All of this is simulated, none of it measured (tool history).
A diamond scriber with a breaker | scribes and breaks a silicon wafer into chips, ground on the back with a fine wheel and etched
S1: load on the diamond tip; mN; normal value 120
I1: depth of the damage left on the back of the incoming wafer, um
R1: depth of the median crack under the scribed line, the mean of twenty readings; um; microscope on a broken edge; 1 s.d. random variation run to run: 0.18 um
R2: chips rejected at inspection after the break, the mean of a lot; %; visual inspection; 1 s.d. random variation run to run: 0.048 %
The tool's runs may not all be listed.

Run 1, day 0.000: usual settings but S1 105 mN; I1 0.37. Result: R1 7.90 um, R2 4.16 %.
Run 2, day 1.292: usual settings but S1 105 mN; I1 0.57. Result: R1 7.70 um, R2 5.00 %.
Run 3, day 2.638: usual settings; I1 0.58. Result: R1 7.96 um, R2 3.69 %.
Run 4, day 3.712: usual settings; I1 0.34. Result: R1 7.80 um, R2 3.88 %.
Run 5, day 5.096: usual settings; I1 0.33. Result: R1 7.67 um, R2 3.91 %.
Run 6, day 6.125: usual settings but S1 102 mN; I1 0.76. Result: R1 6.95 um, R2 6.76 %.
Run 7, day 7.429: usual settings but S1 102 mN; I1 0.38. Result: R1 6.96 um, R2 6.96 %.
At day 8.171: diamond tip replaced by a new one.
Run 8, day 8.388: usual settings but S1 134 mN; I1 0.73. Result: R1 9.88 um, R2 1.11 %.
Run 9, day 8.925: usual settings; I1 0.73. Result: R1 9.30 um, R2 1.06 %.
Run 10, day 10.121: usual settings but S1 100 mN; I1 0.67. Result: R1 8.19 um, R2 2.67 %.
Run 11, day 11.042: usual settings but S1 148 mN; I1 0.40. Result: R1 9.28 um, R2 1.04 %.
At day 11.312: load on the tip recalibrated.
Run 12, day 12.504: usual settings; I1 0.54. Result: R1 8.06 um, R2 2.10 %.
Run 13, day 13.529: usual settings but S1 88 mN; I1 0.72. Result: R1 7.32 um, R2 6.00 %.
Run 14, day 14.975: usual settings but S1 144 mN; I1 0.60. Result: R1 8.64 um, R2 1.43 %.
Run 15, day 16.271: usual settings but S1 149 mN; I1 0.57. Result: R1 8.51 um, R2 1.39 %.
Run 16, day 17.196: usual settings but S1 132 mN; I1 0.77. Result: R1 8.07 um, R2 2.60 %.

Predict each of these 5 candidate next runs independently; none follows another, all start after run 16:
Run A, day 17.217: usual settings but S1 104 mN; I1 0.53. Result: R1 ?, R2 ?.
Run B, day 17.217: usual settings but S1 96 mN; I1 0.53. Result: R1 ?, R2 ?.
Run C, day 17.217: usual settings but S1 147 mN; I1 0.53. Result: R1 ?, R2 ?.
Run D, day 17.217: usual settings but S1 139 mN; I1 0.53. Result: R1 ?, R2 ?.
Run E, day 17.217: usual settings but S1 89 mN; I1 0.53. Result: R1 ?, R2 ?.

run    R1    R2
  A  7.60  4.85
  B  7.39  5.89
  C  8.71  1.53
  D  8.51  1.90
  E  7.20  6.94
With no hidden state in the tool, these same runs would have given:
run     R1    R2
  A   9.00  1.16
  B   8.74  1.48
  C  10.30  1.47
  D  10.07  1.20
  E   8.52  1.88

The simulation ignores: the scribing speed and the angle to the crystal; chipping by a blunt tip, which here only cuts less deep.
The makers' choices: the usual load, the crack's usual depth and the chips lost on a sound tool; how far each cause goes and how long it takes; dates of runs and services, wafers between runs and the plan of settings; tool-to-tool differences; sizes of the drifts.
